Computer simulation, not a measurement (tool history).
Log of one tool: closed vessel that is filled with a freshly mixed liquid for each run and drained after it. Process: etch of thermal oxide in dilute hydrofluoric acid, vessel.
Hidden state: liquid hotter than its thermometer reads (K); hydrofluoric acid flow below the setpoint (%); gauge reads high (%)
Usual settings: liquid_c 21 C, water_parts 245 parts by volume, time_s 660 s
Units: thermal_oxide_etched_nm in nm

| run | hour | liquid_c | water_parts | time_s | wafers since the last listed run | hours since the thermometer was replaced | hours since the hydrofluoric acid flow meter was replaced | hours since the gauge calibration | read-back film thickness of the thermal oxide reference wafer, read on the same gauge (nm) | thermal_oxide_etched_nm |
|---|---|---|---|---|---|---|---|---|---|---|
| 1 | 0 | 21 | 245 | 570 | 0 | 245.7 | 340.8 | 461.7 | 29.96 | 8.49 |
| 2 | 13.3 | 21 | 175 | 660 | 1045 | 259 | 354.1 | 475 | 30.02 | 14.74 |
| 3 | 32.2 | 21 | 245 | 930 | 1485 | 277.9 | 373 | 493.9 | 30.01 | 13.65 |
| 4 | 55.1 | 21 | 245 | 930 | 1799 | 300.8 | 395.9 | 516.8 | 29.99 | 13.72 |
| 5 | 80.5 | 22 | 245 | 660 | 1995 | 326.2 | 421.3 | 542.2 | 30.04 | 10.05 |
| 6 | 181 | 22 | 245 | 660 | 7896 | 426.7 | 521.8 | 642.7 | 29.99 | 10.05 |
| 7 | 194.7 | 22 | 245 | 660 | 1076 | 440.4 | 535.5 | 656.4 | 29.99 | 9.91 |
| 8 | 222.4 | 21 | 245 | 660 | 2176 | 468.1 | 563.2 | 684.1 | 29.98 | 9.62 |
| 9 | 248.7 | 21 | 245 | 660 | 2066 | 494.4 | 589.5 | 710.4 | 30.01 | 9.72 |
| 10 | 274.8 | 21 | 245 | 660 | 2050 | 520.5 | 615.6 | 736.5 | 29.96 | 9.53 |
|  | 279.9 | hydrofluoric acid flow meter replaced |
| 11 | 294.6 | 21 | 245 | 660 | 1477 | 540.3 | 14.7 | 756.3 | 29.96 | 9.23 |
| 12 | 316.1 | 21 | 245 | 660 | 1689 | 561.8 | 36.2 | 777.8 | 29.94 | 9.22 |
| 13 | 335.8 | 21 | 245 | 660 | 1547 | 581.5 | 55.9 | 797.5 | 30.03 | 9.2 |
| 14 | 371.6 | 21 | 245 | 660 | 2812 | 617.3 | 91.7 | 833.3 | 30.03 | 9.19 |
| 15 | 403.5 | 21 | 245 | 660 | 2506 | 649.2 | 123.6 | 865.2 | 29.99 | 9.14 |
| 16 | 427.3 | 21 | 245 | 660 | 1870 | 673 | 147.4 | 889 | 29.99 | 9.16 |
| 17 | 453.5 | 21 | 360 | 795 | 2058 | 699.2 | 173.6 | 915.2 | 30 | 6.71 |
| 18 | 468.4 | 21 | 185 | 660 | 1170 | 714.1 | 188.5 | 930.1 | 30.05 | 13 |
|  | 490.7 | hydrofluoric acid flow meter replaced, repeated, since the last time left the tool worse |
| 19 | 503.4 | 21 | 310 | 815 | 2671 | 749.1 | 12.7 | 965.1 | 30 | 9.19 |
| 20 | 523.6 | 21 | 280 | 660 | 1587 | 769.3 | 32.9 | 985.3 | 30.02 | 8.42 |
|  | 544.6 | thermometer replaced |
| 21 | 556.8 | 21 | 350 | 815 | 2530 | 12.2 | 66.1 | 1018.5 | 29.99 | 7.88 |
| 22 | 582.6 | 26 | 355 | 660 | 2027 | 38 | 91.9 | 1044.3 | 30.03 | 7.41 |
| 23 | 595 | 21 | 245 | 660 | 974 | 50.4 | 104.3 | 1056.7 | 29.99 | 10.08 |
| 24 | 622.8 | 21 | 245 | 660 | 2184 | 78.2 | 132.1 | 1084.5 | 30.02 | 10.05 |
|  | 655.1 | gauge calibrated |
| 25 | 700.1 | 21 | 325 | 965 | 6073 | 155.5 | 209.4 | 45 | 30.04 | 10.04 |
| 26 | 730.2 | 21 | 245 | 660 | 2365 | 185.6 | 239.5 | 75.1 | 30.02 | 9.91 |
| 27 | 836.3 | 17 | 160 | 890 | 8336 | 291.7 | 345.6 | 181.2 | 30 | 18.79 |
| 28 | 855.5 | 23 | 165 | 465 | 1508 | 310.9 | 364.8 | 200.4 | 30.03 | 11.91 |
| 29 | 872.6 | 21 | 245 | 660 | 1343 | 328 | 381.9 | 217.5 | 29.96 | 9.81 |
| 30 | 894.6 | 21 | 190 | 660 | 1728 | 350 | 403.9 | 239.5 | 29.99 | 13.26 |

Run 31 comes next. What will it give?
| 31 | 930.1 | 19 | 150 | 660 | 2789 | 385.5 | 439.4 | 275 | ? | ? |

Run 31 gave read-back film thickness of the thermal oxide reference wafer, read on the same gauge (nm) 30.02, thermal_oxide_etched_nm 16.16 nm.
Without the tool's hidden state the same run would have given thermal_oxide_etched_nm 16.66 nm.

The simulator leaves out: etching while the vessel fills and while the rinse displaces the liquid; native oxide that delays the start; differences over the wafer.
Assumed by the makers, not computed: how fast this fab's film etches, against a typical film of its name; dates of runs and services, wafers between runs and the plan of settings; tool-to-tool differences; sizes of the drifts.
